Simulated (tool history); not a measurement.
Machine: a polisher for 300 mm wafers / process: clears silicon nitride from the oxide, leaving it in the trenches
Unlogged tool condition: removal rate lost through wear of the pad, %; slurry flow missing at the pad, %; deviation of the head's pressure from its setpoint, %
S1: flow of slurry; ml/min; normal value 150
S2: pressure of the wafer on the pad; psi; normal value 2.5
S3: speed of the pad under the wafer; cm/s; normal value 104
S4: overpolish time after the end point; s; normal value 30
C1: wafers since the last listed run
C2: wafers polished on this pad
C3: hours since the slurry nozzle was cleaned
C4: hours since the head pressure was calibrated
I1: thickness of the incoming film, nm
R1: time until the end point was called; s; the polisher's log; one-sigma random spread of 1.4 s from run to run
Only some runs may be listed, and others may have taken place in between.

| run | hour | S1 | S2 | S3 | S4 | C1 | C2 | C3 | C4 | I1 | R1 |
|---|---|---|---|---|---|---|---|---|---|---|---|
| 1 | 0.0 | 150 | 2.5 | 104 | 30 | 0 | 813 | 396.8 | 922.2 | 98.8 | 146.9 |
| 2 | 14.1 | 150 | 2.5 | 120 | 30 | 117 | 930 | 410.9 | 936.3 | 100.1 | 130.3 |
| 3 | 21.0 | 150 | 3.0 | 126 | 30 | 57 | 988 | 417.8 | 943.2 | 100.2 | 106.3 |
|  | 25.5 | worn pad replaced by a new one |
| 4 | 31.5 | 150 | 3.0 | 126 | 30 | 53 | 50 | 428.3 | 953.7 | 101.7 | 106.5 |
| 5 | 42.0 | 150 | 3.0 | 126 | 30 | 87 | 137 | 438.8 | 964.2 | 99.9 | 108.9 |
| 6 | 57.8 | 150 | 1.9 | 104 | 30 | 131 | 268 | 454.6 | 980.0 | 99.7 | 194.0 |
| 7 | 65.4 | 150 | 1.9 | 104 | 30 | 63 | 331 | 462.2 | 987.6 | 100.8 | 196.2 |
| 8 | 75.5 | 150 | 1.9 | 104 | 30 | 83 | 415 | 472.3 | 997.7 | 99.4 | 189.0 |
| 9 | 93.1 | 175 | 2.5 | 104 | 30 | 146 | 561 | 489.9 | 1015.3 | 98.5 | 144.0 |
| 10 | 106.7 | 175 | 2.5 | 104 | 30 | 112 | 674 | 503.5 | 1028.9 | 100.0 | 145.3 |
| 11 | 121.5 | 150 | 2.5 | 104 | 35 | 122 | 797 | 518.3 | 1043.7 | 98.9 | 148.9 |
| 12 | 128.0 | 150 | 2.5 | 104 | 35 | 53 | 851 | 524.8 | 1050.2 | 98.2 | 147.7 |
| 13 | 142.0 | 170 | 2.5 | 104 | 30 | 116 | 967 | 538.8 | 1064.2 | 99.0 | 148.8 |
| 14 | 151.2 | 170 | 2.5 | 104 | 30 | 76 | 1043 | 548.0 | 1073.4 | 100.2 | 148.4 |
| 15 | 168.7 | 185 | 1.8 | 86 | 30 | 145 | 1189 | 565.5 | 1090.9 | 99.6 | 237.6 |
|  | 181.5 | worn pad replaced by a new one |
| 16 | 182.0 | 150 | 1.8 | 104 | 38 | 77 | 3 | 578.8 | 1104.2 | 98.6 | 208.9 |
| 17 | 189.1 | 170 | 2.5 | 104 | 30 | 58 | 62 | 585.9 | 1111.3 | 99.5 | 148.5 |
| 18 | 204.4 | 180 | 2.1 | 76 | 30 | 127 | 189 | 601.2 | 1126.6 | 98.6 | 221.8 |
| 19 | 219.1 | 150 | 2.5 | 104 | 30 | 122 | 311 | 615.9 | 1141.3 | 102.1 | 156.4 |
| 20 | 225.5 | 150 | 2.8 | 104 | 38 | 53 | 365 | 622.3 | 1147.7 | 100.5 | 135.2 |
| 21 | 242.6 | 125 | 2.5 | 104 | 24 | 141 | 507 | 639.4 | 1164.8 | 100.1 | 155.6 |
| 22 | 251.3 | 150 | 2.5 | 104 | 30 | 72 | 579 | 648.1 | 1173.5 | 98.9 | 150.7 |
| 23 | 261.9 | 180 | 1.6 | 104 | 30 | 88 | 667 | 658.7 | 1184.1 | 99.4 | 223.2 |
|  | 272.0 | head pressure recalibrated |
| 24 | 279.8 | 150 | 2.5 | 104 | 30 | 132 | 799 | 676.6 | 7.8 | 99.4 | 133.9 |
|  | 288.0 | slurry nozzle cleaned |
| 25 | 294.6 | 150 | 2.5 | 104 | 25 | 114 | 913 | 6.6 | 22.6 | 99.6 | 128.8 |
|  | 302.8 | worn pad replaced by a new one |
| 26 | 306.4 | 150 | 3.0 | 104 | 30 | 64 | 29 | 18.4 | 34.4 | 98.5 | 106.7 |
| 27 | 317.7 | 125 | 2.5 | 70 | 24 | 93 | 123 | 29.7 | 45.7 | 101.1 | 183.9 |
| 28 | 327.8 | 150 | 2.5 | 104 | 30 | 83 | 207 | 39.8 | 55.8 | 98.4 | 128.9 |
| 29 | 337.7 | 195 | 2.5 | 126 | 30 | 82 | 289 | 49.7 | 65.7 | 100.4 | 111.0 |
| 30 | 354.2 | 130 | 3.4 | 76 | 17 | 136 | 426 | 66.2 | 82.2 | 101.3 | 129.6 |
| 31 | 368.2 | 170 | 2.5 | 104 | 39 | 116 | 542 | 80.2 | 96.2 | 101.1 | 132.6 |
| 32 | 375.2 | 180 | 3.3 | 132 | 42 | 58 | 600 | 87.2 | 103.2 | 99.8 | 82.1 |
| 33 | 386.5 | 150 | 2.5 | 104 | 30 | 93 | 694 | 98.5 | 114.5 | 98.8 | 128.7 |
| 34 | 396.3 | 170 | 2.5 | 104 | 30 | 81 | 775 | 108.3 | 124.3 | 100.9 | 131.9 |
| 35 | 408.3 | 190 | 2.2 | 78 | 30 | 99 | 875 | 120.3 | 136.3 | 98.4 | 181.1 |
| 36 | 417.0 | 150 | 2.5 | 104 | 22 | 72 | 947 | 129.0 | 145.0 | 100.1 | 136.0 |
| 37 | 427.5 | 150 | 2.5 | 104 | 30 | 87 | 1034 | 139.5 | 155.5 | 101.4 | 137.5 |
| 38 | 440.0 | 165 | 2.1 | 80 | 46 | 103 | 1138 | 152.0 | 168.0 | 99.7 | 193.0 |

Hidden state, per run?
removal rate lost through wear of the pad, %: 0 on each run
H1: slurry flow missing at the pad, %
H2: deviation of the head's pressure from its setpoint, %
| run | H1 | H2 |
|---|---|---|
| 1 | 27.7 | -11.8 |
| 2 | 28.5 | -11.8 |
| 3 | 28.9 | -11.9 |
| 4 | 29.5 | -11.9 |
| 5 | 30.1 | -11.9 |
| 6 | 31 | -12 |
| 7 | 31.5 | -12 |
| 8 | 32.1 | -12 |
| 9 | 33.1 | -12 |
| 10 | 33.9 | -12.1 |
| 11 | 34.7 | -12.1 |
| 12 | 35.1 | -12.1 |
| 13 | 35.9 | -12.1 |
| 14 | 36.5 | -12.2 |
| 15 | 37.5 | -12.2 |
| 16 | 38.3 | -12.2 |
| 17 | 38.7 | -12.2 |
| 18 | 39.6 | -12.3 |
| 19 | 40.4 | -12.3 |
| 20 | 40.8 | -12.3 |
| 21 | 41.8 | -12.3 |
| 22 | 42.3 | -12.3 |
| 23 | 42.9 | -12.3 |
| 24 | 43.9 | -1.3 |
| 25 | 4.51 | -1.78 |
| 26 | 5.2 | -2.15 |
| 27 | 5.86 | -2.5 |
| 28 | 6.44 | -2.79 |
| 29 | 7.02 | -3.08 |
| 30 | 7.98 | -3.53 |
| 31 | 8.79 | -3.91 |
| 32 | 9.2 | -4.09 |
| 33 | 9.85 | -4.37 |
| 34 | 10.4 | -4.61 |
| 35 | 11.1 | -4.9 |
| 36 | 11.6 | -5.1 |
| 37 | 12.2 | -5.34 |
| 38 | 13 | -5.61 |

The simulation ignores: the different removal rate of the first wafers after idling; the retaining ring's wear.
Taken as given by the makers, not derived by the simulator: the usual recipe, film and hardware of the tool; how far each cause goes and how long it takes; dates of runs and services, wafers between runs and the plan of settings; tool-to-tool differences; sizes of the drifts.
